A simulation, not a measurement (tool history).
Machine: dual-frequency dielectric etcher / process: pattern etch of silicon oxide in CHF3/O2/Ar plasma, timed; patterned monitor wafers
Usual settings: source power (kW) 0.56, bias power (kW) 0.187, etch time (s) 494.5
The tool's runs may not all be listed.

run,hour,source power (kW),bias power (kW),etch time (s),"read-back reference wafer on the same gauge, depth_nm",mean etch depth across the wafer (nm)
1,0,0.65,0.187,494.5,798,967.9
2,61.8,0.56,0.187,494.5,797.4,912
# hour 74.5: gauge calibrated
3,91.9,0.56,0.187,494.5,797.7,914.8
4,112.5,0.56,0.187,494.5,797.7,910.5
5,135.2,0.56,0.187,450,798.5,829
6,159,0.56,0.166,494.5,798.4,880
7,188.7,0.56,0.166,494.5,798,878.3
8,203.3,0.56,0.187,494.5,798.3,910.1
# hour 248.6: upper electrode replaced
9,249.1,0.56,0.187,494.5,798.4,915.7
10,261.3,0.56,0.187,494.5,798,910.4
11,292,0.56,0.187,494.5,798.4,913.1
# hour 305.9: bias power generator calibrated
# hour 323.2: wet clean of the chamber
12,323.7,0.56,0.187,494.5,797.9,913.9
# hour 333.3: source power generator calibrated
13,344.1,0.56,0.187,494.5,797.8,912.1
14,374.5,0.69,0.162,571,797.4,1091.2
15,410.2,0.56,0.187,494.5,798.3,912.5
16,427.9,0.56,0.161,494.5,798.5,868.6
17,453.4,0.56,0.172,494.5,798.2,891.2
# hour 464.8: gauge calibrated
18,467,0.56,0.187,494.5,797.3,911
19,488.3,0.56,0.187,494.5,798.3,911.6
20,566.5,0.46,0.187,494.5,798.5,842.7
21,585.2,0.51,0.224,412.5,797.9,779.3
# hour 632.2: wet clean of the chamber
22,632.7,0.56,0.204,624.5,798.5,1186.6
23,637.4,0.47,0.228,386,798.4,708.3
24,672.3,0.68,0.219,383,798.6,805.8
25,753.2,0.51,0.205,494.5,797.8,905.7
26,780.8,0.56,0.187,494.5,799.2,912.6

Alternative continuations, all from the tool just after run 26; predict every row:
A,781.4,0.56,0.187,404.5,?,?
B,781.4,0.43,0.203,398.5,?,?
C,781.4,0.48,0.208,346,?,?
D,781.4,0.68,0.187,380.5,?,?

run,"read-back reference wafer on the same gauge, depth_nm",mean etch depth across the wafer (nm)
A,797.7,744.9
B,797.7,678.8
C,797.7,620.6
D,797.7,756.6
What these runs would have given with no unlogged condition in the tool:
run,mean etch depth across the wafer (nm)
A,744.9
B,678.8
C,620.6
D,756.6
